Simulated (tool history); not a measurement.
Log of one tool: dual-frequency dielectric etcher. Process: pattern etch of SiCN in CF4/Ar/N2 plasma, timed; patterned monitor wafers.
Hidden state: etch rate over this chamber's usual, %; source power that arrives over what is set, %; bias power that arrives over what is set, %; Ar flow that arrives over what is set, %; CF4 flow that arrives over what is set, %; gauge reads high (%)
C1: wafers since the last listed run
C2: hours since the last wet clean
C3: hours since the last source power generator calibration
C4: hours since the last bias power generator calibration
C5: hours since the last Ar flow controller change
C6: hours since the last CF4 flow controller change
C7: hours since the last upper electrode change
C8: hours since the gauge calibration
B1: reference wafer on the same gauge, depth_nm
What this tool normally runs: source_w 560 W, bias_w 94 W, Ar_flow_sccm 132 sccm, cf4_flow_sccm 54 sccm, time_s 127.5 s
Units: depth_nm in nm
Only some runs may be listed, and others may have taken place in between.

Run 1, day 0: usual settings but Ar_flow_sccm 153 sccm; C1 0; C2 73.1; C3 11.7; C4 86.8; C5 5142.2; C6 2722.7; C7 50.8; C8 26.1; B1 145.7. Result: depth_nm 133.2 nm.
Run 2, day 0.317: usual settings but bias_w 72 W, Ar_flow_sccm 150 sccm; C1 86; C2 80.7; C3 19.3; C4 94.4; C5 5149.8; C6 2730.3; C7 58.4; C8 33.7; B1 146. Result: depth_nm 118.5 nm.
Run 3, day 0.571: usual settings but Ar_flow_sccm 112 sccm, cf4_flow_sccm 42 sccm, time_s 151 s; C1 69; C2 86.8; C3 25.4; C4 100.5; C5 5155.9; C6 2736.4; C7 64.5; C8 39.8; B1 145.7. Result: depth_nm 154.7 nm.
Run 4, day 1.158: usual settings but source_w 440 W, cf4_flow_sccm 61 sccm, time_s 114 s; C1 161; C2 100.9; C3 39.5; C4 114.6; C5 5170; C6 2750.5; C7 78.6; C8 53.9; B1 146.3. Result: depth_nm 105.8 nm.
Run 5, day 1.783: usual settings but cf4_flow_sccm 47 sccm; C1 171; C2 115.9; C3 54.5; C4 129.6; C5 5185; C6 2765.5; C7 93.6; C8 68.9; B1 146.1. Result: depth_nm 129.6 nm.
Run 6, day 2.379: usual settings but source_w 670 W; C1 163; C2 130.2; C3 68.8; C4 143.9; C5 5199.3; C6 2779.8; C7 107.9; C8 83.2; B1 146. Result: depth_nm 154.5 nm.
Run 7, day 2.846: usual settings but Ar_flow_sccm 151 sccm, time_s 100 s; C1 128; C2 141.4; C3 80; C4 155.1; C5 5210.5; C6 2791; C7 119.1; C8 94.4; B1 146.1. Result: depth_nm 103.1 nm.
Run 8, day 3.167: usual settings but source_w 490 W, Ar_flow_sccm 120 sccm; C1 88; C2 149.1; C3 87.7; C4 162.8; C5 5218.2; C6 2798.7; C7 126.8; C8 102.1; B1 146. Result: depth_nm 125.8 nm.
Run 9, day 3.667: usual settings; C1 137; C2 161.1; C3 99.7; C4 174.8; C5 5230.2; C6 2810.7; C7 138.8; C8 114.1; B1 146.2. Result: depth_nm 137.2 nm.
Run 10, day 5.171: usual settings; C1 412; C2 197.2; C3 135.8; C4 210.9; C5 5266.3; C6 2846.8; C7 174.9; C8 150.2; B1 146. Result: depth_nm 136.9 nm.
Run 11, day 5.575: usual settings but cf4_flow_sccm 42 sccm; C1 110; C2 206.9; C3 145.5; C4 220.6; C5 5276; C6 2856.5; C7 184.6; C8 159.9; B1 145.9. Result: depth_nm 126.2 nm.
At day 7.275: Ar flow controller replaced.
At day 7.333: CF4 flow controller replaced.
Run 12, day 7.596: usual settings; C1 470; C2 255.4; C3 194; C4 269.1; C5 7.7; C6 6.3; C7 233.1; C8 208.4; B1 145.9. Result: depth_nm 133.9 nm.
Run 13, day 8.058: usual settings but source_w 430 W, bias_w 116 W, cf4_flow_sccm 49 sccm, time_s 139.5 s; C1 126; C2 266.5; C3 205.1; C4 280.2; C5 18.8; C6 17.4; C7 244.2; C8 219.5; B1 146. Result: depth_nm 130.6 nm.
Run 14, day 8.654: usual settings but source_w 510 W, bias_w 117 W, Ar_flow_sccm 112 sccm; C1 163; C2 280.8; C3 219.4; C4 294.5; C5 33.1; C6 31.7; C7 258.5; C8 233.8; B1 145.9. Result: depth_nm 140.7 nm.
Run 15, day 9.342: usual settings but source_w 500 W, cf4_flow_sccm 43 sccm; C1 188; C2 297.3; C3 235.9; C4 311; C5 49.6; C6 48.2; C7 275; C8 250.3; B1 145.6. Result: depth_nm 117.9 nm.
Run 16, day 9.846: usual settings; C1 138; C2 309.4; C3 248; C4 323.1; C5 61.7; C6 60.3; C7 287.1; C8 262.4; B1 145.8. Result: depth_nm 132.3 nm.
Run 17, day 10.242: usual settings but source_w 690 W, cf4_flow_sccm 42 sccm, time_s 95 s; C1 108; C2 318.9; C3 257.5; C4 332.6; C5 71.2; C6 69.8; C7 296.6; C8 271.9; B1 146.1. Result: depth_nm 107.1 nm.
Run 18, day 10.529: usual settings; C1 78; C2 325.8; C3 264.4; C4 339.5; C5 78.1; C6 76.7; C7 303.5; C8 278.8; B1 146. Result: depth_nm 134.9 nm.
Run 19, day 11.138: usual settings but source_w 430 W, Ar_flow_sccm 123 sccm, cf4_flow_sccm 66 sccm; C1 166; C2 340.4; C3 279; C4 354.1; C5 92.7; C6 91.3; C7 318.1; C8 293.4; B1 145.9. Result: depth_nm 118.4 nm.
Run 20, day 11.454: usual settings; C1 86; C2 348; C3 286.6; C4 361.7; C5 100.3; C6 98.9; C7 325.7; C8 301; B1 145.9. Result: depth_nm 132.9 nm.
Run 21, day 12.142: usual settings but time_s 142.5 s; C1 188; C2 364.5; C3 303.1; C4 378.2; C5 116.8; C6 115.4; C7 342.2; C8 317.5; B1 145.7. Result: depth_nm 146.6 nm.

4 ways to go on from here, each from the tool as it stands after run 21. What would each give?
Run A, day 12.162: usual settings but time_s 155.5 s; C1 5; C2 365; C3 303.6; C4 378.7; C5 117.3; C6 115.9; C7 342.7; C8 318; B1 ?. Result: depth_nm ?.
Run B, day 12.162: usual settings but bias_w 104 W, cf4_flow_sccm 58 sccm; C1 5; C2 365; C3 303.6; C4 378.7; C5 117.3; C6 115.9; C7 342.7; C8 318; B1 ?. Result: depth_nm ?.
Run C, day 12.162: usual settings but time_s 116.5 s; C1 5; C2 365; C3 303.6; C4 378.7; C5 117.3; C6 115.9; C7 342.7; C8 318; B1 ?. Result: depth_nm ?.
Run D, day 12.162: usual settings but bias_w 88 W; C1 5; C2 365; C3 303.6; C4 378.7; C5 117.3; C6 115.9; C7 342.7; C8 318; B1 ?. Result: depth_nm ?.

run     B1  depth_nm
  A  145.8     164.1
  B  145.8     142.2
  C  145.8     122.9
  D  145.8     131.2
With no hidden state in the tool, these same runs would have given:
run  depth_nm
  A     168.8
  B     146.3
  C     126.5
  D     134.9
